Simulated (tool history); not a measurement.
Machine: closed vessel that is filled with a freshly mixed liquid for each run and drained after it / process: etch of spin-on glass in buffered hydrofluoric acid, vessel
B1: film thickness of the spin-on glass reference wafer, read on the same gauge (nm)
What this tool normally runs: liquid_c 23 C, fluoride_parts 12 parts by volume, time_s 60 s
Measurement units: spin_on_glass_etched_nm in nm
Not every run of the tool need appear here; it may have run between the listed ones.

run 1 day=0 | liquid_c=19 fluoride_parts=12 time_s=60 | B1=69.96 | spin_on_glass_etched_nm=156.1
run 2 day=1.492 | liquid_c=19 fluoride_parts=12 time_s=60 | B1=69.93 | spin_on_glass_etched_nm=157.33
run 3 day=4.321 | liquid_c=25 fluoride_parts=12 time_s=60 | B1=69.99 | spin_on_glass_etched_nm=218.46
run 4 day=5.2 | liquid_c=25 fluoride_parts=12 time_s=60 | B1=70.01 | spin_on_glass_etched_nm=220.7
run 5 day=6.575 | liquid_c=23 fluoride_parts=12 time_s=60 | B1=69.98 | spin_on_glass_etched_nm=198.08
run 6 day=7.9 | liquid_c=23 fluoride_parts=12 time_s=60 | B1=69.98 | spin_on_glass_etched_nm=197.47
run 7 day=9.075 | liquid_c=23 fluoride_parts=12 time_s=60 | B1=69.98 | spin_on_glass_etched_nm=197.26
run 8 day=10.467 | liquid_c=23 fluoride_parts=12 time_s=60 | B1=70.04 | spin_on_glass_etched_nm=195.86
run 9 day=11.812 | liquid_c=23 fluoride_parts=8 time_s=40 | B1=70.01 | spin_on_glass_etched_nm=192.68
-- day=12.988 hydrofluoric acid flow meter replaced
-- day=13.05 thermometer replaced
run 10 day=14.446 | liquid_c=23 fluoride_parts=8 time_s=40 | B1=70.05 | spin_on_glass_etched_nm=169.96
run 11 day=15.629 | liquid_c=23 fluoride_parts=12 time_s=85 | B1=70.02 | spin_on_glass_etched_nm=246.21
run 12 day=16.238 | liquid_c=23 fluoride_parts=12 time_s=60 | B1=70 | spin_on_glass_etched_nm=171.34
run 13 day=17.254 | liquid_c=23 fluoride_parts=12 time_s=60 | B1=70.01 | spin_on_glass_etched_nm=174.3
-- day=17.642 gauge calibrated
run 14 day=17.821 | liquid_c=18 fluoride_parts=16.5 time_s=40 | B1=70.02 | spin_on_glass_etched_nm=63.49
run 15 day=18.425 | liquid_c=23 fluoride_parts=12 time_s=60 | B1=70.04 | spin_on_glass_etched_nm=174.05
run 16 day=19.754 | liquid_c=23 fluoride_parts=12 time_s=35 | B1=69.97 | spin_on_glass_etched_nm=102.12
run 17 day=21.008 | liquid_c=27.5 fluoride_parts=16 time_s=60 | B1=70.01 | spin_on_glass_etched_nm=167.29
run 18 day=21.833 | liquid_c=21 fluoride_parts=15.5 time_s=95 | B1=70 | spin_on_glass_etched_nm=191.94
run 19 day=23.283 | liquid_c=23 fluoride_parts=12 time_s=50 | B1=70.02 | spin_on_glass_etched_nm=145.92
run 20 day=24.612 | liquid_c=23 fluoride_parts=17 time_s=60 | B1=70.02 | spin_on_glass_etched_nm=126.53
run 21 day=25.896 | liquid_c=19.5 fluoride_parts=12 time_s=30 | B1=69.98 | spin_on_glass_etched_nm=72.26
run 22 day=26.638 | liquid_c=19.5 fluoride_parts=16.5 time_s=80 | B1=70.02 | spin_on_glass_etched_nm=142.96
run 23 day=28.058 | liquid_c=23 fluoride_parts=7.5 time_s=60 | B1=70.02 | spin_on_glass_etched_nm=276.55
run 24 day=28.575 | liquid_c=28 fluoride_parts=16 time_s=95 | B1=69.99 | spin_on_glass_etched_nm=275.65
run 25 day=29.175 | liquid_c=23 fluoride_parts=8 time_s=40 | B1=70.03 | spin_on_glass_etched_nm=173.56
run 26 day=30.183 | liquid_c=23 fluoride_parts=15 time_s=60 | B1=69.96 | spin_on_glass_etched_nm=144.06
run 27 day=31.275 | liquid_c=23 fluoride_parts=12 time_s=60 | B1=69.98 | spin_on_glass_etched_nm=178.74

What was the tool's hidden state at every run in the log?
hydrofluoric acid flow below the setpoint (%): 0 in every run
gauge reads high (%): 0 in every run
H1: liquid hotter than its thermometer reads (K)
run=1 H1=2.3
run=2 H1=2.35
run=3 H1=2.46
run=4 H1=2.49
run=5 H1=2.54
run=6 H1=2.59
run=7 H1=2.63
run=8 H1=2.68
run=9 H1=2.73
run=10 H1=0.125
run=11 H1=0.168
run=12 H1=0.191
run=13 H1=0.228
run=14 H1=0.249
run=15 H1=0.271
run=16 H1=0.32
run=17 H1=0.367
run=18 H1=0.397
run=19 H1=0.45
run=20 H1=0.499
run=21 H1=0.547
run=22 H1=0.574
run=23 H1=0.626
run=24 H1=0.645
run=25 H1=0.667
run=26 H1=0.704
run=27 H1=0.745

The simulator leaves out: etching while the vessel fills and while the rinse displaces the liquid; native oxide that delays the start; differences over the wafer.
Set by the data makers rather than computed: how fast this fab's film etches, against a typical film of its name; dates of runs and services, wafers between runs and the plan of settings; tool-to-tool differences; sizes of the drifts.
